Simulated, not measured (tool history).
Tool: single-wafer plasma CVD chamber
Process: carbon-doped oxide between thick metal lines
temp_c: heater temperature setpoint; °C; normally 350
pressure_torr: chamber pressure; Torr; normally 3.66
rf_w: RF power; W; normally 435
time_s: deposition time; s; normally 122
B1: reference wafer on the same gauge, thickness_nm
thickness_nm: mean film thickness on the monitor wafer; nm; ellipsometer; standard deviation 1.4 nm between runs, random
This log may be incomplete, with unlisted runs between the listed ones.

run 1 day=0.000 | temp_c=350 pressure_torr=3.92 rf_w=435 time_s=122 | B1=621.709 | thickness_nm=541.846
run 2 day=1.575 | temp_c=340 pressure_torr=3.66 rf_w=435 time_s=122 | B1=621.173 | thickness_nm=545.589
run 3 day=4.454 | temp_c=340 pressure_torr=3.66 rf_w=435 time_s=122 | B1=621.402 | thickness_nm=547.667
run 4 day=6.583 | temp_c=358 pressure_torr=3.66 rf_w=435 time_s=122 | B1=621.735 | thickness_nm=527.476
run 5 day=8.704 | temp_c=358 pressure_torr=3.66 rf_w=435 time_s=122 | B1=621.720 | thickness_nm=526.741
run 6 day=19.404 | temp_c=358 pressure_torr=3.66 rf_w=435 time_s=122 | B1=621.882 | thickness_nm=526.101
run 7 day=22.921 | temp_c=350 pressure_torr=3.66 rf_w=455 time_s=122 | B1=622.278 | thickness_nm=549.443
-- day=31.458 gauge calibrated
run 8 day=31.746 | temp_c=341 pressure_torr=4.28 rf_w=435 time_s=122 | B1=621.448 | thickness_nm=561.771
run 9 day=35.829 | temp_c=341 pressure_torr=4.28 rf_w=435 time_s=122 | B1=622.616 | thickness_nm=565.064
run 10 day=38.042 | temp_c=350 pressure_torr=3.66 rf_w=435 time_s=122 | B1=622.172 | thickness_nm=533.474
-- day=42.250 capacitance manometer re-zeroed and calibrated
run 11 day=42.271 | temp_c=350 pressure_torr=3.66 rf_w=435 time_s=122 | B1=621.897 | thickness_nm=533.131
run 12 day=46.371 | temp_c=350 pressure_torr=2.86 rf_w=470 time_s=144 | B1=622.302 | thickness_nm=634.650
run 13 day=49.967 | temp_c=350 pressure_torr=3.66 rf_w=455 time_s=122 | B1=621.676 | thickness_nm=549.995
run 14 day=53.671 | temp_c=350 pressure_torr=3.66 rf_w=515 time_s=122 | B1=621.657 | thickness_nm=594.981
run 15 day=55.688 | temp_c=350 pressure_torr=3.92 rf_w=435 time_s=122 | B1=622.086 | thickness_nm=541.427

Forecast run 16:
-- day=56.871 RF generator calibrated
-- day=59.192 showerhead replaced
-- day=59.562 thermocouple changed; heater temperature recalibrated
run 16 day=60.129 | temp_c=357 pressure_torr=3.66 rf_w=400 time_s=122 | B1=? | thickness_nm=?

Logged for run 16: B1 621.921, thickness_nm 492.388 nm.
With no hidden state in the tool, this same run would have given thickness_nm 492.388 nm.
